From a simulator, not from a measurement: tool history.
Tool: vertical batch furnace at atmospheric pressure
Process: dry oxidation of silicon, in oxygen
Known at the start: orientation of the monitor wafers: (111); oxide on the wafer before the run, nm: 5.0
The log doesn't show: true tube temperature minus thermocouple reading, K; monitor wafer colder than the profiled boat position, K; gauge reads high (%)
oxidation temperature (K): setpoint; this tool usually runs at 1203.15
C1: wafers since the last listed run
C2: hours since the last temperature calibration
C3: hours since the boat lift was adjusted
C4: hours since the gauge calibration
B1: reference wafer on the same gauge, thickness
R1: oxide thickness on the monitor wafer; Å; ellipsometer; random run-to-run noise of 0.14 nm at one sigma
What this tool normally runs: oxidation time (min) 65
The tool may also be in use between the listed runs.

Run 1, hour 0: usual settings but oxidation temperature (K) 1213.15; C1 0; C2 3238.3; C3 3960.4; C4 552.3; B1 39.39. Result: R1 463 Å.
Run 2, hour 91.5: usual settings but oxidation temperature (K) 1213.15; C1 976; C2 3329.8; C3 4051.9; C4 643.8; B1 39.38. Result: R1 460.1 Å.
Run 3, hour 193.5: usual settings; C1 1089; C2 3431.8; C3 4153.9; C4 745.8; B1 39.42. Result: R1 422.6 Å.
Run 4, hour 241.5: usual settings; C1 512; C2 3479.8; C3 4201.9; C4 793.8; B1 39.42. Result: R1 424.8 Å.
Run 5, hour 311.8: usual settings; C1 750; C2 3550.1; C3 4272.2; C4 864.1; B1 39.41. Result: R1 425.2 Å.
Run 6, hour 417.6: usual settings; C1 1129; C2 3655.9; C3 4378; C4 969.9; B1 39.34. Result: R1 424.3 Å.
Run 7, hour 505.9: usual settings but oxidation temperature (K) 1188.15, oxidation time (min) 76.5; C1 942; C2 3744.2; C3 4466.3; C4 1058.2; B1 39.4. Result: R1 413.2 Å.
Run 8, hour 593.2: usual settings but oxidation temperature (K) 1188.15, oxidation time (min) 76.5; C1 932; C2 3831.5; C3 4553.6; C4 1145.5; B1 39.41. Result: R1 415.1 Å.
Run 9, hour 674.4: usual settings but oxidation temperature (K) 1188.15, oxidation time (min) 76.5; C1 866; C2 3912.7; C3 4634.8; C4 1226.7; B1 39.4. Result: R1 414 Å.
Run 10, hour 765.9: usual settings but oxidation temperature (K) 1217.15, oxidation time (min) 53.5; C1 976; C2 4004.2; C3 4726.3; C4 1318.2; B1 39.43. Result: R1 419.2 Å.
Run 11, hour 846.4: usual settings but oxidation temperature (K) 1217.15, oxidation time (min) 53.5; C1 859; C2 4084.7; C3 4806.8; C4 1398.7; B1 39.41. Result: R1 418.5 Å.
Run 12, hour 909.7: usual settings but oxidation temperature (K) 1217.15, oxidation time (min) 53.5; C1 675; C2 4148; C3 4870.1; C4 1462; B1 39.44. Result: R1 418.3 Å.
Run 13, hour 1006.5: usual settings; C1 1033; C2 4244.8; C3 4966.9; C4 1558.8; B1 39.45. Result: R1 425.5 Å.
At hour 1121.6: thermocouples replaced and temperature profile calibrated.
Run 14, hour 1122.1: usual settings; C1 978; C2 0.5; C3 5082.5; C4 1674.4; B1 39.38. Result: R1 424.1 Å.
Run 15, hour 1179.2: usual settings but oxidation temperature (K) 1192.15; C1 609; C2 57.6; C3 5139.6; C4 1731.5; B1 39.42. Result: R1 386.2 Å.
Run 16, hour 1223.6: usual settings but oxidation temperature (K) 1192.15; C1 474; C2 102; C3 5184; C4 1775.9; B1 39.41. Result: R1 386.6 Å.
Run 17, hour 1288.8: usual settings but oxidation temperature (K) 1192.15; C1 696; C2 167.2; C3 5249.2; C4 1841.1; B1 39.4. Result: R1 385.7 Å.
At hour 1539.3: boat lift adjusted.
Run 18, hour 1560.7: usual settings; C1 2646; C2 439.1; C3 21.4; C4 2113; B1 39.41. Result: R1 424.3 Å.
Run 19, hour 1629.2: usual settings but oxidation temperature (K) 1224.15, oxidation time (min) 84.5; C1 731; C2 507.6; C3 89.9; C4 2181.5; B1 39.45. Result: R1 602.1 Å.
Run 20, hour 1728.1: usual settings but oxidation temperature (K) 1220.15; C1 1055; C2 606.5; C3 188.8; C4 2280.4; B1 39.4. Result: R1 487.6 Å.
Run 21, hour 1827.3: usual settings but oxidation temperature (K) 1179.15, oxidation time (min) 50; C1 1059; C2 705.7; C3 288; C4 2379.6; B1 39.34. Result: R1 289.9 Å.

What does the tool deliver on the next run?
Run 22, hour 1891.5: usual settings; C1 685; C2 769.9; C3 352.2; C4 2443.8; B1 ?. Result: R1 ?.

Run 22 came out at B1 39.38, R1 424.7 Å.
On a tool with no hidden condition, and with the same random variation, this run would have come out at R1 424.7 Å.
